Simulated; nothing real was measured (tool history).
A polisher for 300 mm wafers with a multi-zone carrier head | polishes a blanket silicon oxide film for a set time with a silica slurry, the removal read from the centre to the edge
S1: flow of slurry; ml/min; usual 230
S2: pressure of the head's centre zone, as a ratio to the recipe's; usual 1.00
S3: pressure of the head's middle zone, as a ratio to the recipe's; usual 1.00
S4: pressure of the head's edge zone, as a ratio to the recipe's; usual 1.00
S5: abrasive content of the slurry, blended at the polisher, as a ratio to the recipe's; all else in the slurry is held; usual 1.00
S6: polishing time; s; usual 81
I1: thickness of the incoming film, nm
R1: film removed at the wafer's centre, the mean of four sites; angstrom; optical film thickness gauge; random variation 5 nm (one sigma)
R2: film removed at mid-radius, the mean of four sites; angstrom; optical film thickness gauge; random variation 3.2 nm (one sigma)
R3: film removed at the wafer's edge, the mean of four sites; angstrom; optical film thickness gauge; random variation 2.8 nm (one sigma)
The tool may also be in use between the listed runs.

| run | hour | S1 | S2 | S3 | S4 | S5 | S6 | I1 | R1 | R2 | R3 |
|---|---|---|---|---|---|---|---|---|---|---|---|
| 1 | 0.0 | 230 | 1.00 | 1.00 | 1.00 | 1.00 | 88 | 1003.2 | 3915 | 4007 | 4037 |
| 2 | 64.2 | 230 | 1.00 | 1.00 | 1.00 | 1.00 | 88 | 1031.3 | 3977 | 3893 | 3959 |
| 3 | 165.3 | 230 | 1.00 | 1.00 | 1.00 | 1.00 | 88 | 1036.2 | 4043 | 4188 | 4163 |
| 4 | 182.2 | 230 | 0.92 | 1.00 | 1.00 | 1.10 | 81 | 1031.3 | 3586 | 3935 | 3924 |
| 5 | 217.8 | 230 | 1.00 | 0.96 | 1.11 | 1.00 | 81 | 1004.0 | 3685 | 3613 | 3925 |
| 6 | 255.4 | 255 | 1.00 | 1.00 | 0.96 | 1.00 | 81 | 1019.1 | 3694 | 3687 | 3711 |
| 7 | 275.4 | 230 | 1.00 | 1.00 | 1.00 | 1.00 | 81 | 1019.1 | 3622 | 3712 | 3646 |
| 8 | 307.7 | 230 | 0.92 | 1.08 | 1.08 | 1.00 | 81 | 1029.4 | 3488 | 4084 | 3963 |
| 9 | 321.9 | 230 | 0.92 | 1.00 | 1.00 | 1.10 | 81 | 1021.2 | 3534 | 3938 | 3988 |
| 10 | 339.3 | 270 | 1.00 | 1.00 | 0.95 | 1.00 | 81 | 1014.9 | 3806 | 3863 | 3784 |
| 11 | 358.4 | 200 | 1.00 | 1.09 | 1.00 | 1.30 | 108 | 1022.5 | 5267 | 5805 | 5353 |
| 12 | 376.8 | 230 | 1.00 | 1.00 | 1.00 | 1.00 | 106 | 1023.4 | 4989 | 4964 | 4938 |
| 13 | 410.7 | 230 | 1.06 | 1.10 | 1.00 | 1.30 | 65 | 1021.1 | 3431 | 3444 | 3220 |
| 14 | 440.5 | 230 | 1.00 | 0.96 | 1.00 | 0.75 | 100 | 1009.1 | 4115 | 4106 | 4234 |
| 15 | 475.3 | 230 | 1.00 | 1.00 | 0.93 | 1.00 | 81 | 1019.4 | 3646 | 3676 | 3514 |
| 16 | 506.6 | 230 | 1.00 | 1.00 | 1.00 | 1.00 | 81 | 1028.8 | 3794 | 3817 | 3810 |
| 17 | 519.1 | 180 | 1.09 | 0.96 | 1.08 | 1.00 | 81 | 1024.5 | 4055 | 3656 | 3867 |
| 18 | 537.8 | 230 | 1.00 | 0.93 | 1.07 | 1.00 | 81 | 1022.2 | 3729 | 3634 | 3902 |
| 19 | 564.6 | 230 | 1.00 | 1.00 | 1.00 | 0.80 | 92 | 1007.0 | 3904 | 4013 | 4018 |
| 20 | 580.0 | 230 | 1.00 | 0.95 | 1.00 | 1.00 | 70 | 1005.5 | 3225 | 3080 | 3212 |
| 21 | 652.2 | 230 | 1.00 | 1.00 | 1.05 | 1.00 | 81 | 1002.7 | 3532 | 3615 | 3743 |

Taken out of this log: 9 entries between the listed runs. Where each belongs, and how the hidden state differs across it:
Between runs 2 and 3: worn pad replaced by a new one (hour 131.7); slurry nozzle cleaned (hour 157.0)
  removal rate lost through wear of the pad, %: 6.56 -> 1.41
  measured less the result without the state, R1: -280 -> -57 angstrom; R2: -274 -> -60 angstrom; R3: -278 -> -60 angstrom
Between runs 7 and 8: carrier head's membrane replaced by a new one (hour 293.5); worn pad replaced by a new one (hour 307.2)
  removal rate lost through wear of the pad, %: 5.19 -> 0.327
  measured less the result without the state, R1: -198 -> -11 angstrom; R2: -203 -> -13 angstrom; R3: -199 -> -13 angstrom
Between runs 10 and 11: centre zone pressure recalibrated (hour 346.8)
  removal rate lost through wear of the pad, %: 1.41 -> 2.07
  measured less the result without the state, R1: -54 -> -111 angstrom; R2: -55 -> -122 angstrom; R3: -54 -> -113 angstrom
Between runs 12 and 13: edge zone pressure recalibrated (hour 387.6)
  removal rate lost through wear of the pad, %: 2.7 -> 3.86
  measured less the result without the state, R1: -138 -> -138 angstrom; R2: -138 -> -138 angstrom; R3: -137 -> -129 angstrom
Between runs 13 and 14: slurry nozzle cleaned (hour 422.7)
  removal rate lost through wear of the pad, %: 3.86 -> 4.88
  measured less the result without the state, R1: -138 -> -211 angstrom; R2: -138 -> -210 angstrom; R3: -129 -> -218 angstrom
Between runs 15 and 16: worn pad replaced by a new one (hour 499.8)
  removal rate lost through wear of the pad, %: 6.08 -> 1.18
  measured less the result without the state, R1: -236 -> -45 angstrom; R2: -237 -> -45 angstrom; R3: -227 -> -45 angstrom
Between runs 20 and 21: slurry nozzle cleaned (hour 648.9)
  removal rate lost through wear of the pad, %: 3.69 -> 6.17
  measured less the result without the state, R1: -124 -> -232 angstrom; R2: -118 -> -238 angstrom; R3: -123 -> -246 angstrom

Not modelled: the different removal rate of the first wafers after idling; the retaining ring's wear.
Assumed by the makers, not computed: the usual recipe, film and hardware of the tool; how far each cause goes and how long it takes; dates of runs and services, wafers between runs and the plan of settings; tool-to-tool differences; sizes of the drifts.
